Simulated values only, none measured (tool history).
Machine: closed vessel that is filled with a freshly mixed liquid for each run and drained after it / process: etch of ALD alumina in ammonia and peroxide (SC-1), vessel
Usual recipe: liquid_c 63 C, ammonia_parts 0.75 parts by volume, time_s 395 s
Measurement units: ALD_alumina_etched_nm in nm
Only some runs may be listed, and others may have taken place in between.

| run | day | liquid_c | ammonia_parts | time_s | read-back film thickness of the ALD alumina reference wafer, read on the same gauge (nm) | ALD_alumina_etched_nm |
|---|---|---|---|---|---|---|
| 1 | 0 | 63 | 1.05 | 395 | 150.03 | 25.74 |
| 2 | 1.008 | 63 | 1.05 | 395 | 149.93 | 25.81 |
| 3 | 2.929 | 63 | 1 | 295 | 149.96 | 19.21 |
| 4 | 4.738 | 63 | 0.9 | 395 | 149.96 | 25.44 |
| 5 | 7.733 | 63 | 0.9 | 395 | 150.01 | 25.47 |
|  | 8.496 | ammonia flow meter replaced |
| 6 | 8.988 | 63 | 0.9 | 395 | 149.96 | 25.17 |
| 7 | 11.65 | 63 | 0.75 | 580 | 150.01 | 36.28 |
| 8 | 12.962 | 63 | 0.75 | 580 | 150.04 | 36.4 |
|  | 15.204 | new drum of ammonia solution connected |
| 9 | 15.225 | 57 | 0.75 | 395 | 149.99 | 18.44 |
| 10 | 17.367 | 57 | 0.75 | 395 | 150 | 18.43 |
| 11 | 19.025 | 57 | 0.75 | 395 | 150.01 | 18.42 |
|  | 20.142 | thermometer replaced |
| 12 | 21.938 | 63 | 0.75 | 395 | 149.98 | 25.01 |
| 13 | 23.658 | 67.5 | 0.75 | 395 | 150.02 | 31.43 |
| 14 | 26.338 | 63 | 1.05 | 395 | 150.03 | 25.84 |
| 15 | 27.488 | 63 | 0.75 | 395 | 150.02 | 25 |
|  | 29.671 | gauge calibrated |
| 16 | 29.892 | 69 | 0.75 | 505 | 150.04 | 43 |
| 17 | 32.117 | 63 | 0.75 | 395 | 150 | 25.15 |
| 18 | 34.233 | 63 | 0.5 | 180 | 150.01 | 11.03 |
| 19 | 35.446 | 53.5 | 0.35 | 395 | 150.01 | 14.26 |
| 20 | 38.321 | 63 | 0.75 | 395 | 150.05 | 25.07 |
| 21 | 39.696 | 63 | 0.75 | 395 | 149.98 | 25.06 |
|  | 40.808 | ammonia flow meter replaced |
| 22 | 40.854 | 63 | 0.75 | 460 | 149.99 | 28.97 |
| 23 | 42.917 | 63 | 0.75 | 395 | 150.03 | 24.76 |
|  | 45.479 | new drum of ammonia solution connected |
| 24 | 45.746 | 65.5 | 0.75 | 485 | 149.99 | 34.77 |
| 25 | 47.633 | 63 | 1.1 | 480 | 149.99 | 31.55 |
| 26 | 50.267 | 53 | 1 | 625 | 150.07 | 24.14 |
| 27 | 52.046 | 63 | 0.4 | 505 | 150.01 | 30.32 |
| 28 | 53.129 | 63 | 0.75 | 395 | 150 | 25.07 |
| 29 | 55.367 | 54.5 | 0.65 | 510 | 149.99 | 20.5 |
| 30 | 63.6 | 63 | 0.35 | 200 | 150 | 11.79 |

What if the next run were any one of these 3? Each begins from the tool's condition after run 30:
| A | 63.633 | 63 | 0.75 | 245 | ? | ? |
| B | 63.633 | 70 | 0.55 | 395 | ? | ? |
| C | 63.633 | 63 | 0.75 | 615 | ? | ? |

| run | read-back film thickness of the ALD alumina reference wafer, read on the same gauge (nm) | ALD_alumina_etched_nm |
|---|---|---|
| A | 150.03 | 15.5 |
| B | 150.03 | 34.23 |
| C | 150.03 | 38.91 |
Had the tool no hidden state, the same runs would have come out as:
| run | ALD_alumina_etched_nm |
|---|---|
| A | 15.46 |
| B | 34.15 |
| C | 38.82 |

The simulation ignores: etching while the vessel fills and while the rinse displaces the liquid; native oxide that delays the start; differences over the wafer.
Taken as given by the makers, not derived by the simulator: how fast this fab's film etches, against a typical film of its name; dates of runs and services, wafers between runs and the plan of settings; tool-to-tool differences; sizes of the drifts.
